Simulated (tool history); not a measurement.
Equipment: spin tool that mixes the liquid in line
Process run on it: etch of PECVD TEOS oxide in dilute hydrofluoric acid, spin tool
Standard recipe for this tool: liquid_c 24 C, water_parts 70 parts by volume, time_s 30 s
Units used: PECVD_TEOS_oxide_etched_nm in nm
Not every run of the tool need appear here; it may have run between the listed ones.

run    hour  liquid_c  water_parts  time_s  wafers since the last listed run  hours since the thermometer was replaced  hours since the hydrofluoric acid flow meter was replaced  hours since the gauge calibration  read-back film thickness of the PECVD TEOS oxide reference wafer, read on the same gauge (nm)  PECVD_TEOS_oxide_etched_nm
  1       0        24           70      30                                 0                                      77.8                                                     1214.1                              632.8                                                                                          50.01                        12.6
  2    28.2        24           70      30                               470                                       106                                                     1242.3                                661                                                                                          50.01                        12.5
  3    64.4        24           70      30                               604                                     142.2                                                     1278.5                              697.2                                                                                             50                       12.55
  4   109.7        24           70      30                               756                                     187.5                                                     1323.8                              742.5                                                                                          50.01                       12.53
  5   181.6      25.5           70      30                              1200                                     259.4                                                     1395.7                              814.4                                                                                             50                       13.29
  6   250.4      25.5           70      30                              1148                                     328.2                                                     1464.5                              883.2                                                                                             50                       13.18
  7   290.8        24           50      30                               674                                     368.6                                                     1504.9                              923.6                                                                                          49.99                       17.94
  8   332.8        24           50      30                               701                                     410.6                                                     1546.9                              965.6                                                                                          50.01                       17.88
  9   511.5        24           70      40                              2982                                     589.3                                                     1725.6                             1144.3                                                                                             50                       16.55
 10   631.7        24           70      40                              2006                                     709.5                                                     1845.8                             1264.5                                                                                          49.99                       16.49
      676.1  -- thermometer replaced
 11   699.1        24           70      40                              1108                                        23                                                     1913.2                             1331.9                                                                                          49.99                        16.6
 12   742.9        24           70      30                               731                                      66.8                                                       1957                             1375.7                                                                                          49.98                       12.39
      785.5  -- hydrofluoric acid flow meter replaced
 13   803.7        24           70      30                               998                                     127.6                                                       18.2                             1436.5                                                                                          50.01                       12.04
      845.1  -- gauge calibrated
 14     866        24           40      30                              1039                                     189.9                                                       80.5                               20.9                                                                                          49.98                       21.83
 15   898.4        24           70      30                               540                                     222.3                                                      112.9                               53.3                                                                                          50.01                       12.06
 16   931.9        24           35      35                               559                                     255.8                                                      146.4                               86.8                                                                                          50.01                       29.44
 17   992.4        24           70      45                              1009                                     316.3                                                      206.9                              147.3                                                                                          50.01                        18.1
 18  1063.4        24           70      30                              1185                                     387.3                                                      277.9                              218.3                                                                                          49.97                       12.01
 19  1203.9      21.5          105      45                              2345                                     527.8                                                      418.4                              358.8                                                                                          49.98                       10.41
 20    1275        28           70      40                              1186                                     598.9                                                      489.5                              429.9                                                                                          49.96                       18.84
     1278.5  -- hydrofluoric acid flow meter replaced, repeated, since the last time left the tool worse
     1290.7  -- thermometer replaced
 21  1305.5      27.5           40      30                               475                                      14.8                                                         27                              460.4                                                                                          50.01                       26.45
 22  1345.2        24           45      30                               662                                      54.5                                                       66.7                              500.1                                                                                          49.98                       20.39
 23  1416.1        22           70      15                              1183                                     125.4                                                      137.6                                571                                                                                          49.99                        5.85
 24  1458.2        28           70      40                               702                                     167.5                                                      179.7                              613.1                                                                                             50                       19.77
 25  1489.2        24           70      30                               517                                     198.5                                                      210.7                              644.1                                                                                          50.02                       12.76
 26  1525.3      20.5           70      30                               602                                     234.6                                                      246.8                              680.2                                                                                          50.01                       10.91
 27  1559.7        26           60      15                               574                                       269                                                      281.2                              714.6                                                                                             50                        8.12
 28  1610.8        24           55      30                               852                                     320.1                                                      332.3                              765.7                                                                                             50                        16.4
 29  1645.7        21           40      15                               582                                       355                                                      367.2                              800.6                                                                                             50                       10.17
 30  1684.7        24           70      30                               650                                       394                                                      406.2                              839.6                                                                                          50.01                        12.6
 31  1739.3        24           50      30                               911                                     448.6                                                      460.8                              894.2                                                                                          50.01                       18.29
 32  1773.9      20.5          100      50                               577                                     483.2                                                      495.4                              928.8                                                                                             50                       12.27
 33    1800        24           70      30                               435                                     509.3                                                      521.5                              954.9                                                                                          49.99                       12.59
 34    1862        24           45      40                              1034                                     571.3                                                      583.5                             1016.9                                                                                          50.02                       26.95

Selected run-to-run steps in PECVD_TEOS_oxide_etched_nm, each split into two signed amounts: the part the tool would show with no hidden state at all (from settings, incoming material and random variation), and the remainder, which goes to the hidden state together with any gauge scatter not common to the measured and the hidden-state-free results:
Hidden state present: liquid colder than its thermometer reads (K); hydrofluoric acid flow below the setpoint (%); gauge reads high (%).
Run 15 -> 16: water_parts 70 -> 35, time_s 30 -> 35. PECVD_TEOS_oxide_etched_nm +17.38 nm: hidden state -0.95, all else +18.33.
Run 16 -> 17: water_parts 35 -> 70, time_s 35 -> 45. PECVD_TEOS_oxide_etched_nm -11.34 nm: hidden state +0.57, all else -11.91.
Run 20 -> 21: liquid_c 28 -> 27.5, water_parts 70 -> 40, time_s 40 -> 30, hydrofluoric acid flow meter replaced, repeated, since the last time left the tool worse, thermometer replaced. PECVD_TEOS_oxide_etched_nm +7.61 nm: hidden state +1.13, all else +6.48.
Run 22 -> 23: liquid_c 24 -> 22, water_parts 45 -> 70, time_s 30 -> 15. PECVD_TEOS_oxide_etched_nm -14.54 nm: hidden state +0.05, all else -14.59.
Run 33 -> 34: water_parts 70 -> 45, time_s 30 -> 40. PECVD_TEOS_oxide_etched_nm +14.36 nm: hidden state -0.16, all else +14.52.
